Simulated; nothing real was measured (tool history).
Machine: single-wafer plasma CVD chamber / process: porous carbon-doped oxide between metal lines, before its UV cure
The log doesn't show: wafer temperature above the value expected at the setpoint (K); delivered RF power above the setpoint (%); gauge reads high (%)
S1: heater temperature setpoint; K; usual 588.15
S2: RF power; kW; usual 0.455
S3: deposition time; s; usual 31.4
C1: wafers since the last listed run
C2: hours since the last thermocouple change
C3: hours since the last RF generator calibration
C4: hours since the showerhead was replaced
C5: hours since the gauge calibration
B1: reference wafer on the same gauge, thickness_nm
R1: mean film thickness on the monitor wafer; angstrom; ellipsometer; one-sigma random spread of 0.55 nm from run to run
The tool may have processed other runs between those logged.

{"run": 1, "hour": 0.0, "S1": 588.15, "S2": 0.455, "S3": 26.8, "C1": 0, "C2": 1171.7, "C3": 1316.6, "C4": 6514.2, "C5": 137.5, "B1": 128.998, "R1": 1327.78}
{"run": 2, "hour": 37.5, "S1": 588.15, "S2": 0.455, "S3": 26.8, "C1": 905, "C2": 1209.2, "C3": 1354.1, "C4": 6551.7, "C5": 175.0, "B1": 128.948, "R1": 1322.56}
{"run": 3, "hour": 92.9, "S1": 588.15, "S2": 0.455, "S3": 26.8, "C1": 1338, "C2": 1264.6, "C3": 1409.5, "C4": 6607.1, "C5": 230.4, "B1": 129.087, "R1": 1327.45}
{"run": 4, "hour": 118.0, "S1": 588.15, "S2": 0.455, "S3": 31.4, "C1": 606, "C2": 1289.7, "C3": 1434.6, "C4": 6632.2, "C5": 255.5, "B1": 128.961, "R1": 1541.18}
{"run": 5, "hour": 148.5, "S1": 588.15, "S2": 0.455, "S3": 31.4, "C1": 736, "C2": 1320.2, "C3": 1465.1, "C4": 6662.7, "C5": 286.0, "B1": 129.15, "R1": 1546.82}
{"run": 6, "hour": 214.3, "S1": 588.15, "S2": 0.455, "S3": 31.4, "C1": 1589, "C2": 1386.0, "C3": 1530.9, "C4": 6728.5, "C5": 351.8, "B1": 129.001, "R1": 1547.0}
{"run": 7, "hour": 270.9, "S1": 588.15, "S2": 0.455, "S3": 31.4, "C1": 1367, "C2": 1442.6, "C3": 1587.5, "C4": 6785.1, "C5": 408.4, "B1": 129.078, "R1": 1546.77}
{"run": 8, "hour": 332.0, "S1": 588.15, "S2": 0.485, "S3": 31.4, "C1": 1475, "C2": 1503.7, "C3": 1648.6, "C4": 6846.2, "C5": 469.5, "B1": 129.044, "R1": 1594.46}
{"run": 9, "hour": 381.4, "S1": 588.15, "S2": 0.455, "S3": 31.4, "C1": 1193, "C2": 1553.1, "C3": 1698.0, "C4": 6895.6, "C5": 518.9, "B1": 128.876, "R1": 1539.94}
{"hour": 416.2, "done": "thermocouple changed; heater temperature recalibrated"}
{"run": 10, "hour": 442.4, "S1": 588.15, "S2": 0.455, "S3": 31.4, "C1": 1280, "C2": 26.2, "C3": 1759.0, "C4": 6956.6, "C5": 579.9, "B1": 129.057, "R1": 1483.25}
{"hour": 486.0, "done": "gauge calibrated"}
{"run": 11, "hour": 514.0, "S1": 588.15, "S2": 0.455, "S3": 31.4, "C1": 1729, "C2": 97.8, "C3": 1830.6, "C4": 7028.2, "C5": 28.0, "B1": 128.987, "R1": 1492.99}
{"run": 12, "hour": 563.5, "S1": 588.15, "S2": 0.455, "S3": 31.4, "C1": 1195, "C2": 147.3, "C3": 1880.1, "C4": 7077.7, "C5": 77.5, "B1": 128.87, "R1": 1496.53}
{"run": 13, "hour": 589.4, "S1": 588.15, "S2": 0.5, "S3": 29.9, "C1": 625, "C2": 173.2, "C3": 1906.0, "C4": 7103.6, "C5": 103.4, "B1": 128.947, "R1": 1494.65}
{"run": 14, "hour": 615.4, "S1": 582.15, "S2": 0.395, "S3": 25.4, "C1": 628, "C2": 199.2, "C3": 1932.0, "C4": 7129.6, "C5": 129.4, "B1": 129.073, "R1": 1183.03}
{"run": 15, "hour": 679.7, "S1": 578.15, "S2": 0.5, "S3": 31.4, "C1": 1553, "C2": 263.5, "C3": 1996.3, "C4": 7193.9, "C5": 193.7, "B1": 129.049, "R1": 1657.93}
{"hour": 703.9, "done": "showerhead replaced, of another model than before"}
{"run": 16, "hour": 713.9, "S1": 577.15, "S2": 0.54, "S3": 35.7, "C1": 632, "C2": 297.7, "C3": 2030.5, "C4": 10.0, "C5": 227.9, "B1": 128.96, "R1": 2036.2}
{"run": 17, "hour": 772.3, "S1": 588.15, "S2": 0.455, "S3": 31.4, "C1": 1410, "C2": 356.1, "C3": 2088.9, "C4": 68.4, "C5": 286.3, "B1": 129.082, "R1": 1505.2}
{"run": 18, "hour": 832.8, "S1": 588.15, "S2": 0.51, "S3": 31.4, "C1": 1461, "C2": 416.6, "C3": 2149.4, "C4": 128.9, "C5": 346.8, "B1": 129.058, "R1": 1626.82}
{"run": 19, "hour": 882.8, "S1": 588.15, "S2": 0.495, "S3": 28.7, "C1": 1207, "C2": 466.6, "C3": 2199.4, "C4": 178.9, "C5": 396.8, "B1": 129.144, "R1": 1469.71}
{"hour": 909.5, "done": "RF generator calibrated"}
{"run": 20, "hour": 909.8, "S1": 593.15, "S2": 0.43, "S3": 31.4, "C1": 458, "C2": 493.6, "C3": 0.3, "C4": 205.9, "C5": 423.8, "B1": 129.048, "R1": 1418.18}
{"run": 21, "hour": 951.2, "S1": 588.15, "S2": 0.455, "S3": 31.4, "C1": 1000, "C2": 535.0, "C3": 41.7, "C4": 247.3, "C5": 465.2, "B1": 129.024, "R1": 1531.01}
{"run": 22, "hour": 1045.5, "S1": 602.15, "S2": 0.54, "S3": 25.7, "C1": 2277, "C2": 629.3, "C3": 136.0, "C4": 341.6, "C5": 559.5, "B1": 129.017, "R1": 1285.66}
{"run": 23, "hour": 1098.9, "S1": 588.15, "S2": 0.455, "S3": 31.4, "C1": 1289, "C2": 682.7, "C3": 189.4, "C4": 395.0, "C5": 612.9, "B1": 129.017, "R1": 1532.6}
{"run": 24, "hour": 1160.9, "S1": 598.15, "S2": 0.51, "S3": 26.4, "C1": 1497, "C2": 744.7, "C3": 251.4, "C4": 457.0, "C5": 674.9, "B1": 128.935, "R1": 1314.06}
{"run": 25, "hour": 1187.3, "S1": 588.15, "S2": 0.48, "S3": 33.3, "C1": 637, "C2": 771.1, "C3": 277.8, "C4": 483.4, "C5": 701.3, "B1": 128.982, "R1": 1680.2}

Expected results for the next run?
{"hour": 1206.3, "done": "gauge calibrated"}
{"run": 26, "hour": 1258.2, "S1": 595.15, "S2": 0.4, "S3": 35.7, "C1": 1712, "C2": 842.0, "C3": 348.7, "C4": 554.3, "C5": 51.9, "B1": "?", "R1": "?"}

Run 26 yielded B1 128.965, R1 1520.26 angstrom.
Had the tool carried no hidden state, the very same run would have given R1 1482.34 angstrom.
